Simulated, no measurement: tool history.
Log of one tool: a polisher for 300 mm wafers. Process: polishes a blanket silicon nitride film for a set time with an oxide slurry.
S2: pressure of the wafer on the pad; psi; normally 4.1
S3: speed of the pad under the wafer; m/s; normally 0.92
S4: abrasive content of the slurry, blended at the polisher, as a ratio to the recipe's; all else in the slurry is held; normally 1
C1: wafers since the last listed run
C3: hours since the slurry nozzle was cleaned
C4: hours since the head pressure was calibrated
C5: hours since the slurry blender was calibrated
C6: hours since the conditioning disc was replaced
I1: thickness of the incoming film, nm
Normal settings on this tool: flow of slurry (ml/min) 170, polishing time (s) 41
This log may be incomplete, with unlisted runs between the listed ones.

{"run": 1, "hour": 0.0, "flow of slurry (ml/min)": 170, "S2": 4.1, "S3": 0.92, "S4": 1, "polishing time (s)": 33, "C1": 0, "wafers polished on this pad": 1194, "C3": 235.5, "C4": 290.1, "C5": 153.3, "C6": 194.1, "I1": 362.2, "film removed (angstrom)": 213}
{"run": 2, "hour": 13.8, "flow of slurry (ml/min)": 170, "S2": 4.1, "S3": 0.92, "S4": 1, "polishing time (s)": 33, "C1": 181, "wafers polished on this pad": 1375, "C3": 249.3, "C4": 303.9, "C5": 167.1, "C6": 207.9, "I1": 366.7, "film removed (angstrom)": 208}
{"run": 3, "hour": 38.8, "flow of slurry (ml/min)": 170, "S2": 4.1, "S3": 0.92, "S4": 0.75, "polishing time (s)": 41, "C1": 328, "wafers polished on this pad": 1704, "C3": 274.3, "C4": 328.9, "C5": 192.1, "C6": 232.9, "I1": 354.1, "film removed (angstrom)": 224}
{"hour": 68.8, "done": "conditioning disc replaced and pad reconditioned"}
{"run": 4, "hour": 73.6, "flow of slurry (ml/min)": 170, "S2": 4.1, "S3": 0.92, "S4": 1, "polishing time (s)": 41, "C1": 431, "wafers polished on this pad": 2135, "C3": 309.1, "C4": 363.7, "C5": 226.9, "C6": 4.8, "I1": 360.9, "film removed (angstrom)": 262}
{"run": 5, "hour": 89.0, "flow of slurry (ml/min)": 170, "S2": 4.7, "S3": 0.64, "S4": 1, "polishing time (s)": 41, "C1": 202, "wafers polished on this pad": 2337, "C3": 324.5, "C4": 379.1, "C5": 242.3, "C6": 20.2, "I1": 361.3, "film removed (angstrom)": 233}
{"run": 6, "hour": 116.5, "flow of slurry (ml/min)": 170, "S2": 4.1, "S3": 0.92, "S4": 1, "polishing time (s)": 41, "C1": 361, "wafers polished on this pad": 2699, "C3": 352, "C4": 406.6, "C5": 269.8, "C6": 47.7, "I1": 366.5, "film removed (angstrom)": 256}
{"run": 7, "hour": 139.4, "flow of slurry (ml/min)": 170, "S2": 4.1, "S3": 1.22, "S4": 1, "polishing time (s)": 28, "C1": 300, "wafers polished on this pad": 3000, "C3": 374.9, "C4": 429.5, "C5": 292.7, "C6": 70.6, "I1": 361.5, "film removed (angstrom)": 206}
{"hour": 171.4, "done": "worn pad replaced by a new one"}
{"run": 8, "hour": 190.2, "flow of slurry (ml/min)": 170, "S2": 4.1, "S3": 0.92, "S4": 1, "polishing time (s)": 41, "C1": 615, "wafers polished on this pad": 246, "C3": 425.7, "C4": 480.3, "C5": 343.5, "C6": 121.4, "I1": 359.1, "film removed (angstrom)": 252}
{"hour": 193.0, "done": "slurry blender recalibrated"}
{"run": 9, "hour": 207.2, "flow of slurry (ml/min)": 170, "S2": 4.1, "S3": 0.92, "S4": 1, "polishing time (s)": 41, "C1": 197, "wafers polished on this pad": 443, "C3": 442.7, "C4": 497.3, "C5": 14.2, "C6": 138.4, "I1": 360.7, "film removed (angstrom)": 251}
{"hour": 229.8, "done": "head pressure recalibrated"}
{"run": 10, "hour": 233.6, "flow of slurry (ml/min)": 150, "S2": 5, "S3": 0.92, "S4": 1, "polishing time (s)": 41, "C1": 320, "wafers polished on this pad": 764, "C3": 469.1, "C4": 3.8, "C5": 40.6, "C6": 164.8, "I1": 357.8, "film removed (angstrom)": 293}
{"run": 11, "hour": 248.1, "flow of slurry (ml/min)": 120, "S2": 4.8, "S3": 1.06, "S4": 1, "polishing time (s)": 41, "C1": 190, "wafers polished on this pad": 954, "C3": 483.6, "C4": 18.3, "C5": 55.1, "C6": 179.3, "I1": 358.7, "film removed (angstrom)": 266}
{"run": 12, "hour": 275.7, "flow of slurry (ml/min)": 170, "S2": 4.1, "S3": 1.1, "S4": 0.9, "polishing time (s)": 41, "C1": 362, "wafers polished on this pad": 1317, "C3": 511.2, "C4": 45.9, "C5": 82.7, "C6": 206.9, "I1": 353.7, "film removed (angstrom)": 286}
{"run": 13, "hour": 303.1, "flow of slurry (ml/min)": 195, "S2": 5.4, "S3": 1.16, "S4": 1, "polishing time (s)": 41, "C1": 360, "wafers polished on this pad": 1677, "C3": 538.6, "C4": 73.3, "C5": 110.1, "C6": 234.3, "I1": 360.7, "film removed (angstrom)": 386}
{"hour": 314.1, "done": "conditioning disc replaced and pad reconditioned"}
{"run": 14, "hour": 328.0, "flow of slurry (ml/min)": 140, "S2": 5.1, "S3": 0.76, "S4": 1, "polishing time (s)": 50, "C1": 300, "wafers polished on this pad": 1978, "C3": 563.5, "C4": 98.2, "C5": 135, "C6": 13.9, "I1": 360.1, "film removed (angstrom)": 317}
{"run": 15, "hour": 350.1, "flow of slurry (ml/min)": 170, "S2": 4.1, "S3": 0.92, "S4": 1, "polishing time (s)": 41, "C1": 290, "wafers polished on this pad": 2269, "C3": 585.6, "C4": 120.3, "C5": 157.1, "C6": 36, "I1": 360.6, "film removed (angstrom)": 268}
{"run": 16, "hour": 363.1, "flow of slurry (ml/min)": 170, "S2": 4.1, "S3": 0.92, "S4": 1, "polishing time (s)": 41, "C1": 170, "wafers polished on this pad": 2440, "C3": 598.6, "C4": 133.3, "C5": 170.1, "C6": 49, "I1": 367.9, "film removed (angstrom)": 270}
{"run": 17, "hour": 384.6, "flow of slurry (ml/min)": 145, "S2": 2.9, "S3": 1.04, "S4": 0.7, "polishing time (s)": 41, "C1": 282, "wafers polished on this pad": 2722, "C3": 620.1, "C4": 154.8, "C5": 191.6, "C6": 70.5, "I1": 355.5, "film removed (angstrom)": 179}
{"hour": 400.7, "done": "slurry nozzle cleaned"}
{"run": 18, "hour": 401.2, "flow of slurry (ml/min)": 170, "S2": 4.1, "S3": 0.92, "S4": 1.15, "polishing time (s)": 41, "C1": 205, "wafers polished on this pad": 2927, "C3": 0.5, "C4": 171.4, "C5": 208.2, "C6": 87.1, "I1": 359.2, "film removed (angstrom)": 286}
{"run": 19, "hour": 418.3, "flow of slurry (ml/min)": 120, "S2": 4.1, "S3": 0.92, "S4": 1, "polishing time (s)": 41, "C1": 224, "wafers polished on this pad": 3152, "C3": 17.6, "C4": 188.5, "C5": 225.3, "C6": 104.2, "I1": 359.3, "film removed (angstrom)": 220}
{"hour": 436.5, "done": "worn pad replaced by a new one"}
{"run": 20, "hour": 437.2, "flow of slurry (ml/min)": 170, "S2": 2.8, "S3": 0.92, "S4": 1.1, "polishing time (s)": 30, "C1": 195, "wafers polished on this pad": 9, "C3": 36.5, "C4": 207.4, "C5": 244.2, "C6": 123.1, "I1": 360.6, "film removed (angstrom)": 160}
{"run": 21, "hour": 455.3, "flow of slurry (ml/min)": 225, "S2": 3, "S3": 0.92, "S4": 1, "polishing time (s)": 41, "C1": 237, "wafers polished on this pad": 247, "C3": 54.6, "C4": 225.5, "C5": 262.3, "C6": 141.2, "I1": 358.2, "film removed (angstrom)": 234}
{"run": 22, "hour": 475.1, "flow of slurry (ml/min)": 220, "S2": 4.1, "S3": 0.92, "S4": 1.3, "polishing time (s)": 41, "C1": 260, "wafers polished on this pad": 507, "C3": 74.4, "C4": 245.3, "C5": 282.1, "C6": 161, "I1": 358.8, "film removed (angstrom)": 317}
{"run": 23, "hour": 502.7, "flow of slurry (ml/min)": 170, "S2": 3.5, "S3": 0.92, "S4": 1, "polishing time (s)": 41, "C1": 362, "wafers polished on this pad": 870, "C3": 102, "C4": 272.9, "C5": 309.7, "C6": 188.6, "I1": 361.6, "film removed (angstrom)": 237}
{"hour": 513.8, "done": "conditioning disc replaced and pad reconditioned"}
{"run": 24, "hour": 518.8, "flow of slurry (ml/min)": 130, "S2": 3.4, "S3": 0.92, "S4": 0.9, "polishing time (s)": 41, "C1": 185, "wafers polished on this pad": 1055, "C3": 118.1, "C4": 289, "C5": 325.8, "C6": 5, "I1": 357.7, "film removed (angstrom)": 198}
{"run": 25, "hour": 547.0, "flow of slurry (ml/min)": 150, "S2": 5, "S3": 0.92, "S4": 1, "polishing time (s)": 41, "C1": 370, "wafers polished on this pad": 1426, "C3": 146.3, "C4": 317.2, "C5": 354, "C6": 33.2, "I1": 355.6, "film removed (angstrom)": 290}
{"run": 26, "hour": 568.4, "flow of slurry (ml/min)": 170, "S2": 3.1, "S3": 0.7, "S4": 1, "polishing time (s)": 50, "C1": 281, "wafers polished on this pad": 1707, "C3": 167.7, "C4": 338.6, "C5": 375.4, "C6": 54.6, "I1": 361.3, "film removed (angstrom)": 233}

Hidden state at the last listed run before each entry between runs and at the first one after, where it differs:
Between runs 3 and 4: conditioning disc replaced and pad reconditioned (hour 68.8)
  deviation of the head's pressure from its setpoint, %: -4.09 -> -4.95
  the result without the hidden state subtracted from the measured one, film removed (angstrom): -6 -> -9
Between runs 7 and 8: worn pad replaced by a new one (hour 171.4)
  deviation of the head's pressure from its setpoint, %: -6.81 -> -8.45
  the result without the hidden state subtracted from the measured one, film removed (angstrom): -9 -> -14
Between runs 8 and 9: slurry blender recalibrated (hour 193)
  deviation of the head's pressure from its setpoint, %: -8.45 -> -9.04
  the result without the hidden state subtracted from the measured one, film removed (angstrom): -14 -> -16
Between runs 9 and 10: head pressure recalibrated (hour 229.8)
  deviation of the head's pressure from its setpoint, %: -9.04 -> 0.737
  the result without the hidden state subtracted from the measured one, film removed (angstrom): -16 -> +1
Between runs 13 and 14: conditioning disc replaced and pad reconditioned (hour 314.1)
  deviation of the head's pressure from its setpoint, %: 0.546 -> 0.394
  the result without the hidden state subtracted from the measured one, film removed (angstrom): +1 -> +1
Between runs 17 and 18: slurry nozzle cleaned (hour 400.7)
  deviation of the head's pressure from its setpoint, %: -0.115 -> -0.308
  the result without the hidden state subtracted from the measured one, film removed (angstrom): +0 -> +0
Between runs 19 and 20: worn pad replaced by a new one (hour 436.5)
  deviation of the head's pressure from its setpoint, %: -0.527 -> -0.794
  the result without the hidden state subtracted from the measured one, film removed (angstrom): -1 -> -1
Between runs 23 and 24: conditioning disc replaced and pad reconditioned (hour 513.8)
  deviation of the head's pressure from its setpoint, %: -1.91 -> -2.24
  the result without the hidden state subtracted from the measured one, film removed (angstrom): -3 -> -3
